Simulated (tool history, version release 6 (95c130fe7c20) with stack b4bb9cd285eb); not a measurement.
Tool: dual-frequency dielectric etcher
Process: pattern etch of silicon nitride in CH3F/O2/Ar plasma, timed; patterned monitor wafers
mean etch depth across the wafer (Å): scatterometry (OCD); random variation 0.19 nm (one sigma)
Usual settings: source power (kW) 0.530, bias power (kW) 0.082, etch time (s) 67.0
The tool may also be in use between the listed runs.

run   hour  source power (kW)  bias power (kW)  etch time (s)  wafers since the last listed run  hours since the last wet clean  hours since the last source power generator calibration  hours since the last bias power generator calibration  hours since the last upper electrode change  hours since the gauge calibration  read-back reference wafer on the same gauge, depth_nm  mean etch depth across the wafer (Å)
  1    0.0              0.470            0.082           67.0                                 0                           240.8                                                   2362.7                                                 3007.7                                       2039.7                              500.3                                                   56.0                                   576
  2    9.0              0.470            0.082           67.0                                58                           249.8                                                   2371.7                                                 3016.7                                       2048.7                              509.3                                                   56.0                                   576
  3   24.9              0.530            0.067           67.0                               104                           265.7                                                   2387.6                                                 3032.6                                       2064.6                              525.2                                                   56.0                                   582
  4   40.5              0.530            0.093           67.0                               102                           281.3                                                   2403.2                                                 3048.2                                       2080.2                              540.8                                                   56.0                                   650
  5   58.3              0.530            0.093           67.0                               116                           299.1                                                   2421.0                                                 3066.0                                       2098.0                              558.6                                                   56.0                                   649
  6   71.9              0.530            0.093           67.0                                88                           312.7                                                   2434.6                                                 3079.6                                       2111.6                              572.2                                                   55.9                                   653
  7   87.9              0.530            0.088           67.0                               104                           328.7                                                   2450.6                                                 3095.6                                       2127.6                              588.2                                                   56.0                                   639
     100.1  -- gauge calibrated
  8  103.6              0.530            0.088           67.0                               102                           344.4                                                   2466.3                                                 3111.3                                       2143.3                                3.5                                                   56.0                                   643
  9  111.9              0.630            0.082           67.0                                54                           352.7                                                   2474.6                                                 3119.6                                       2151.6                               11.8                                                   56.0                                   690
     130.6  -- bias power generator calibrated
     138.3  -- wet clean of the chamber
     151.1  -- upper electrode replaced
 10  151.6              0.530            0.068           67.0                                99                            13.3                                                   2514.3                                                   21.0                                          0.5                               51.5                                                   56.0                                   574
 11  151.9              0.570            0.093           76.0                                 1                            13.6                                                   2514.6                                                   21.3                                          0.8                               51.8                                                   56.0                                   754
 12  152.3              0.530            0.082           67.0                                 2                            14.0                                                   2515.0                                                   21.7                                          1.2                               52.2                                                   56.0                                   609
     167.8  -- source power generator calibrated
 13  168.3              0.630            0.082           55.0                                78                            30.0                                                      0.5                                                   37.7                                         17.2                               68.2                                                   56.0                                   554
 14  173.1              0.530            0.082           81.0                                31                            34.8                                                      5.3                                                   42.5                                         22.0                               73.0                                                   56.0                                   743
 15  185.2              0.640            0.092           76.0                                79                            46.9                                                     17.4                                                   54.6                                         34.1                               85.1                                                   56.0                                   801
 16  198.9              0.530            0.082           67.0                                89                            60.6                                                     31.1                                                   68.3                                         47.8                               98.8                                                   56.0                                   612
 17  212.7              0.440            0.082           49.5                                90                            74.4                                                     44.9                                                   82.1                                         61.6                              112.6                                                   56.1                                   404
 18  224.2              0.530            0.082           87.0                                75                            85.9                                                     56.4                                                   93.6                                         73.1                              124.1                                                   56.0                                   795
 19  231.2              0.630            0.067           86.0                                45                            92.9                                                     63.4                                                  100.6                                         80.1                              131.1                                                   56.0                                   812
 20  249.0              0.530            0.091           83.0                               116                           110.7                                                     81.2                                                  118.4                                         97.9                              148.9                                                   56.0                                   787
 21  264.3              0.530            0.082           67.0                               100                           126.0                                                     96.5                                                  133.7                                        113.2                              164.2                                                   56.0                                   617
 22  280.4              0.440            0.096           86.5                               105                           142.1                                                    112.6                                                  149.8                                        129.3                              180.3                                                   56.0                                   751
 23  291.1              0.530            0.082           67.0                                70                           152.8                                                    123.3                                                  160.5                                        140.0                              191.0                                                   56.1                                   616
 24  305.2              0.530            0.066           67.0                                92                           166.9                                                    137.4                                                  174.6                                        154.1                              205.1                                                   56.0                                   577
 25  314.8              0.640            0.063           74.0                                62                           176.5                                                    147.0                                                  184.2                                        163.7                              214.7                                                   56.0                                   697
 26  365.2              0.530            0.082           49.5                               329                           226.9                                                    197.4                                                  234.6                                        214.1                              265.1                                                   56.0                                   459
 27  373.6              0.610            0.071           74.5                                54                           235.3                                                    205.8                                                  243.0                                        222.5                              273.5                                                   56.0                                   716
 28  390.9              0.420            0.068           81.0                               113                           252.6                                                    223.1                                                  260.3                                        239.8                              290.8                                                   55.9                                   609
 29  408.8              0.400            0.100           76.0                               117                           270.5                                                    241.0                                                  278.2                                        257.7                              308.7                                                   56.0                                   635

Measured less the same run without the tool's hidden state. The same run-to-run variation is in both; the gauge's scatter may not be:
The hidden state here: etch rate over this chamber's usual, %; source power that arrives over what is set, %; bias power that arrives over what is set, %; gauge reads high (%).
run  mean etch depth across the wafer (Å)
  1                                   +13
  2                                   +14
  3                                   +14
  4                                   +18
  5                                   +18
  6                                   +19
  7                                   +20
  8                                   +20
  9                                   +22
 10                                    +3
 11                                    +4
 12                                    +3
 13                                    +4
 14                                    +6
 15                                    +7
 16                                    +6
 17                                    +5
 18                                    +9
 19                                   +10
 20                                   +10
 21                                   +10
 22                                   +12
 23                                   +11
 24                                   +10
 25                                   +13
 26                                   +11
 27                                   +17
 28                                   +16
 29                                   +18
